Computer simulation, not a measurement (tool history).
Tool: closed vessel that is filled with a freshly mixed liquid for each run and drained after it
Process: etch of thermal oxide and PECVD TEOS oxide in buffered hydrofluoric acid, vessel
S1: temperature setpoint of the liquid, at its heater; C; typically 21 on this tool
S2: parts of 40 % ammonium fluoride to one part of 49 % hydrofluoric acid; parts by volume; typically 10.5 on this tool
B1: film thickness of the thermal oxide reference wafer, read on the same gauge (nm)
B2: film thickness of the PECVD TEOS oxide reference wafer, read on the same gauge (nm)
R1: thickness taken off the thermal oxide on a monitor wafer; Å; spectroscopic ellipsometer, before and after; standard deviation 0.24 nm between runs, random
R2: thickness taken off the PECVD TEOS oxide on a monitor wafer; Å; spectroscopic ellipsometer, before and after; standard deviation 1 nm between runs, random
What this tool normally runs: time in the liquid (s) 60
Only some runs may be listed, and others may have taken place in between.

{"run": 1, "hour": 0.0, "S1": 21, "S2": 10.5, "time in the liquid (s)": 60, "B1": 89.97, "B2": 149.97, "R1": 569.9, "R2": 1221.3}
{"run": 2, "hour": 46.7, "S1": 21, "S2": 10.5, "time in the liquid (s)": 60, "B1": 89.99, "B2": 150, "R1": 573.4, "R2": 1202.7}
{"run": 3, "hour": 129.2, "S1": 21, "S2": 10.5, "time in the liquid (s)": 60, "B1": 90.01, "B2": 150.05, "R1": 568.8, "R2": 1211.5}
{"run": 4, "hour": 207.7, "S1": 21, "S2": 10.5, "time in the liquid (s)": 60, "B1": 89.99, "B2": 150.04, "R1": 575.6, "R2": 1222.3}
{"run": 5, "hour": 245.2, "S1": 21, "S2": 10.5, "time in the liquid (s)": 60, "B1": 89.97, "B2": 149.97, "R1": 572.5, "R2": 1214.2}
{"run": 6, "hour": 288.9, "S1": 21, "S2": 12, "time in the liquid (s)": 60, "B1": 90, "B2": 149.99, "R1": 500.9, "R2": 1060.9}
{"run": 7, "hour": 348.1, "S1": 24, "S2": 8.5, "time in the liquid (s)": 40, "B1": 90, "B2": 149.99, "R1": 538.1, "R2": 1144}
{"run": 8, "hour": 451.4, "S1": 21, "S2": 10.5, "time in the liquid (s)": 60, "B1": 89.96, "B2": 150.01, "R1": 580.7, "R2": 1208}
{"run": 9, "hour": 554.1, "S1": 21, "S2": 10.5, "time in the liquid (s)": 60, "B1": 89.98, "B2": 149.98, "R1": 574.9, "R2": 1219.5}
{"run": 10, "hour": 600.0, "S1": 25, "S2": 10.5, "time in the liquid (s)": 80, "B1": 90.04, "B2": 149.99, "R1": 958.6, "R2": 2036}
{"hour": 626.5, "done": "gauge calibrated"}
{"run": 11, "hour": 643.5, "S1": 21, "S2": 9, "time in the liquid (s)": 85, "B1": 89.97, "B2": 149.98, "R1": 923.9, "R2": 1947.4}
{"run": 12, "hour": 739.5, "S1": 21, "S2": 10.5, "time in the liquid (s)": 60, "B1": 90.04, "B2": 149.97, "R1": 585, "R2": 1211.3}
{"run": 13, "hour": 776.2, "S1": 18.5, "S2": 7.5, "time in the liquid (s)": 90, "B1": 90, "B2": 149.95, "R1": 1036.4, "R2": 2190.1}
{"hour": 896.1, "done": "hydrofluoric acid flow meter replaced"}
{"hour": 903.3, "done": "thermometer replaced"}
{"run": 14, "hour": 913.4, "S1": 21, "S2": 10.5, "time in the liquid (s)": 60, "B1": 89.98, "B2": 149.97, "R1": 561.7, "R2": 1178.1}
{"run": 15, "hour": 974.8, "S1": 23, "S2": 7, "time in the liquid (s)": 30, "B1": 90.01, "B2": 150.02, "R1": 460.2, "R2": 983.8}
{"run": 16, "hour": 1058.6, "S1": 21, "S2": 10.5, "time in the liquid (s)": 60, "B1": 90.01, "B2": 150, "R1": 564, "R2": 1202.5}
{"run": 17, "hour": 1131.5, "S1": 21, "S2": 10.5, "time in the liquid (s)": 30, "B1": 90.01, "B2": 150.02, "R1": 282.6, "R2": 599.1}
{"run": 18, "hour": 1227.2, "S1": 23.5, "S2": 10.5, "time in the liquid (s)": 60, "B1": 89.99, "B2": 149.99, "R1": 654.9, "R2": 1369.8}
{"run": 19, "hour": 1316.7, "S1": 24, "S2": 8, "time in the liquid (s)": 70, "B1": 89.98, "B2": 150.06, "R1": 994.8, "R2": 2121.9}
{"run": 20, "hour": 1404.8, "S1": 17, "S2": 10.5, "time in the liquid (s)": 60, "B1": 90.02, "B2": 150, "R1": 454.7, "R2": 960}
{"run": 21, "hour": 1575.5, "S1": 21, "S2": 10.5, "time in the liquid (s)": 60, "B1": 90.01, "B2": 149.96, "R1": 573, "R2": 1228.6}
{"run": 22, "hour": 1629.2, "S1": 22.5, "S2": 10.5, "time in the liquid (s)": 60, "B1": 90.01, "B2": 149.99, "R1": 620.3, "R2": 1308.1}
{"run": 23, "hour": 1681.6, "S1": 21, "S2": 14.5, "time in the liquid (s)": 60, "B1": 89.98, "B2": 150.05, "R1": 417.8, "R2": 873.7}
{"run": 24, "hour": 1719.6, "S1": 24, "S2": 10.5, "time in the liquid (s)": 60, "B1": 90.01, "B2": 150.01, "R1": 678.8, "R2": 1418.5}
{"run": 25, "hour": 1759.9, "S1": 21, "S2": 10.5, "time in the liquid (s)": 75, "B1": 89.99, "B2": 149.98, "R1": 717.3, "R2": 1540.1}
{"run": 26, "hour": 1844.1, "S1": 17, "S2": 7, "time in the liquid (s)": 30, "B1": 90.01, "B2": 149.97, "R1": 339.2, "R2": 715.2}

Run 27 has not been measured yet. What should we expect?
{"run": 27, "hour": 1933.0, "S1": 21, "S2": 10.5, "time in the liquid (s)": 60, "B1": "?", "B2": "?", "R1": "?", "R2": "?"}

B1: 89.99
B2: 150
R1: 576.8 Å
R2: 1217.5 Å
On a tool with no hidden condition, and with the same random variation, this run would have come out at R1 556.7 Å, R2 1175 Å.

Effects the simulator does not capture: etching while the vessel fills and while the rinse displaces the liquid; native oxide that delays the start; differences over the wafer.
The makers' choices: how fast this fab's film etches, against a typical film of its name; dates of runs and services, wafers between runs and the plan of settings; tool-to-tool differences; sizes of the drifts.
